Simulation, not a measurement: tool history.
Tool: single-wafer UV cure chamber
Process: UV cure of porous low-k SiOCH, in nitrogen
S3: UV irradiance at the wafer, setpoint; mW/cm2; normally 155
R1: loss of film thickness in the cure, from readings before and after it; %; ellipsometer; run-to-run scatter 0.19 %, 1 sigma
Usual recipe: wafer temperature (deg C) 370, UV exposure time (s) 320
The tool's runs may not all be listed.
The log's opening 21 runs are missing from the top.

At hour 755.0: quartz window cleaned.
Run 22, hour 767.4: usual settings but wafer temperature (deg C) 389, UV exposure time (s) 140, S3 125 mW/cm2. Result: R1 14.121 %.
Run 23, hour 793.4: usual settings. Result: R1 19.076 %.
Run 24, hour 817.4: usual settings but wafer temperature (deg C) 389. Result: R1 19.842 %.
Run 25, hour 835.7: usual settings. Result: R1 19.504 %.
Run 26, hour 860.5: usual settings but wafer temperature (deg C) 362, UV exposure time (s) 150, S3 181 mW/cm2. Result: R1 15.840 %.
Run 27, hour 880.2: usual settings but UV exposure time (s) 415. Result: R1 20.862 %.
Run 28, hour 925.2: usual settings. Result: R1 19.422 %.
Run 29, hour 938.1: usual settings but wafer temperature (deg C) 388, UV exposure time (s) 430, S3 183 mW/cm2. Result: R1 22.374 %.
At hour 963.2: quartz window cleaned.
Run 30, hour 965.3: usual settings but UV exposure time (s) 245, S3 194 mW/cm2. Result: R1 19.234 %.

Each row is a separate what-if for the run after 30, all from the same tool condition, not one after another. Results?
Run A, hour 965.8: usual settings but S3 145 mW/cm2. Result: R1 ?.
Run B, hour 965.8: usual settings but S3 186 mW/cm2. Result: R1 ?.
Run C, hour 965.8: usual settings but wafer temperature (deg C) 380. Result: R1 ?.

run      R1
  A  18.586
  B  20.014
  C  19.206
Stripped of hidden state, with their random variation kept, the same runs would have yielded:
run      R1
  A  18.805
  B  20.234
  C  19.425
